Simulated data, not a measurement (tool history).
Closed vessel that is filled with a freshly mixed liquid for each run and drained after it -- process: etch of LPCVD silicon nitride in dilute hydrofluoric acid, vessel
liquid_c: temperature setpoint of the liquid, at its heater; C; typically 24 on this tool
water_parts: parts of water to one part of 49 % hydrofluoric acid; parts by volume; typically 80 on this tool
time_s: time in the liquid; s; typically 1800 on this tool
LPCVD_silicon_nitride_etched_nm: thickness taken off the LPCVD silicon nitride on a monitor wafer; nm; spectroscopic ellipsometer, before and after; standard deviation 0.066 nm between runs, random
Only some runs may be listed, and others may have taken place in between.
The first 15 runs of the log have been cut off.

run,day,liquid_c,water_parts,time_s,"read-back film thickness of the LPCVD silicon nitride reference wafer, read on the same gauge (nm)",LPCVD_silicon_nitride_etched_nm
16,7.538,24,80,1800,79.99,10.51
17,8.183,24,80,1800,80.03,10.3
18,8.779,24,95,1800,80.01,8.79
19,9.117,24,80,1800,80.02,10.45
20,9.85,28,80,1800,79.97,13.53
21,10.458,20.5,55,2275,80,15.02
22,11.021,19.5,55,2440,80.01,14.94
23,11.279,24,55,1800,80,14.85
24,11.529,29,120,2425,79.99,12.97
25,11.888,21,80,1800,80.03,8.47
26,12.633,24,80,2865,79.97,16.47
27,13.162,24,65,1800,80.04,12.8
28,13.612,28,80,1800,79.98,13.52
29,14.338,24,90,1800,79.93,9.17
30,14.817,28,110,1800,79.99,9.78
31,15.412,24,80,1800,79.95,10.45
32,16.075,24,105,1800,79.98,7.99

Here are 4 independent what-if runs from the current tool condition. What would each one return?
A,16.121,24,80,2185,?,?
B,16.121,28,45,1345,?,?
C,16.121,25.5,80,1385,?,?
D,16.121,26.5,55,2735,?,?

run,"read-back film thickness of the LPCVD silicon nitride reference wafer, read on the same gauge (nm)",LPCVD_silicon_nitride_etched_nm
A,80.02,12.54
B,80.02,17.72
C,80.02,8.77
D,80.02,26.79
Without the tool's unlogged condition, the same runs would have read:
run,LPCVD_silicon_nitride_etched_nm
A,12.63
B,17.85
C,8.84
D,26.99
